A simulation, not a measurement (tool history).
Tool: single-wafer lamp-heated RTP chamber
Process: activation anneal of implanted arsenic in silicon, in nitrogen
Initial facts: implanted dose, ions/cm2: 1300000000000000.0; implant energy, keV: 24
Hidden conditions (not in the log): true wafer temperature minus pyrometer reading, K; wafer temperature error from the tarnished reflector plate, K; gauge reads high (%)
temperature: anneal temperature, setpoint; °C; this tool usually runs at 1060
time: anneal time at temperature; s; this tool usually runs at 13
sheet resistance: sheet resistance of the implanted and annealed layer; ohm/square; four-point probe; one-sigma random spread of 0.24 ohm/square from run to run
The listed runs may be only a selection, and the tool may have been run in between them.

run,day,temperature,time,wafers since the last listed run,wafers since the last pyrometer calibration,wafers since the reflector plate was cleaned,hours since the gauge calibration,"read-back reference wafer on the same gauge, sheet resistance",sheet resistance
1,0,1068,13,0,6758,4593,1253.4,97.69,106.07
2,1.012,1068,13,505,7264,5099,1277.7,97.56,105.8
# day 1.775: pyrometer window cleaned and pyrometer calibrated
3,1.796,1060,17,224,9,5324,1296.5,97.8,105.7
# day 2.704: reflector plate cleaned
4,2.767,1060,17,318,328,31,1319.8,97.85,105.49
5,3.5,1060,17,366,694,397,1337.4,97.85,105.61
6,4.362,1060,13,430,1125,828,1358.1,97.95,108.58
7,4.883,1060,13,260,1385,1088,1370.6,97.85,107.89
8,5.458,1060,13,287,1672,1375,1384.4,97.94,108.64
9,6.504,1060,13,522,2194,1897,1409.5,97.99,108.84
10,7.062,1060,13,278,2473,2176,1422.9,98.04,108.69
# day 7.112: gauge calibrated
11,7.654,1060,13,295,2769,2472,13,96.25,106.57
12,8.5,1070,13,422,3191,2894,33.3,96.27,104.05
13,9.983,1036,13,740,3932,3635,68.9,96.25,112.28
14,11.1,1060,13,557,4490,4193,95.7,96.16,106.33
15,12.5,1060,13,699,5189,4892,129.3,96.17,106.5
16,13.996,1060,13,747,5936,5639,165.2,96.28,106.56
# day 15.404: reflector plate cleaned
17,15.488,1069,10,578,6514,42,201,96.23,106.62
# day 16.546: pyrometer window cleaned and pyrometer calibrated
18,16.904,1045,15,541,179,583,235,96.26,109.29
19,18.279,1071,13,686,866,1270,268,96.42,104.15
20,19.692,1060,19,705,1571,1975,301.9,96.36,102.71
21,20.608,1085,16,457,2029,2433,323.9,96.42,98.52
22,24.629,1051,9,2008,4037,4441,420.4,96.41,112.31
# day 25.846: reflector plate cleaned
23,25.867,1039,8,451,4489,9,450.1,96.43,116.19
24,26.829,1073,8,480,4970,490,473.2,96.51,108.15
25,27.354,1060,13,262,5232,752,485.8,96.51,107.2
26,28.371,1036,20,507,5740,1260,510.2,96.52,108.28
27,28.954,1068,19,291,6031,1551,524.2,96.48,100.97
28,31.45,1060,17,1246,7277,2798,584.1,96.64,104.61
29,32.058,1060,13,303,7581,3102,598.7,96.64,106.59
30,32.712,1032,13,326,7908,3428,614.4,96.68,114.08
31,33.371,1060,6,328,8237,3757,630.2,96.64,114.15
32,34.392,1052,13,509,8747,4267,654.7,96.56,108.49
# day 35.267: pyrometer window cleaned and pyrometer calibrated
33,35.571,1042,19,422,151,4689,683,96.71,107.15
34,36.629,1060,13,528,679,5218,708.4,96.72,107.23
# day 37.612: reflector plate cleaned
35,37.721,1079,15,378,1058,54,734.6,96.78,101.52
36,38.596,1043,17,437,1495,491,755.6,96.71,108.38

Here are 5 independent what-if runs from the current tool condition. What would each one return?
A,38.612,1060,13,8,1503,500,756,?,?
B,38.612,1087,9,8,1503,500,756,?,?
C,38.612,1036,8,8,1503,500,756,?,?
D,38.612,1048,8,8,1503,500,756,?,?
E,38.612,1074,13,8,1503,500,756,?,?

run,"read-back reference wafer on the same gauge, sheet resistance",sheet resistance
A,96.78,106.95
B,96.78,104.61
C,96.78,117.33
D,96.78,114.44
E,96.78,103.73
The same runs, with their run-to-run variation unchanged, on a tool lacking any hidden condition would have given:
run,sheet resistance
A,106.1
B,103.78
C,116.4
D,113.53
E,102.9
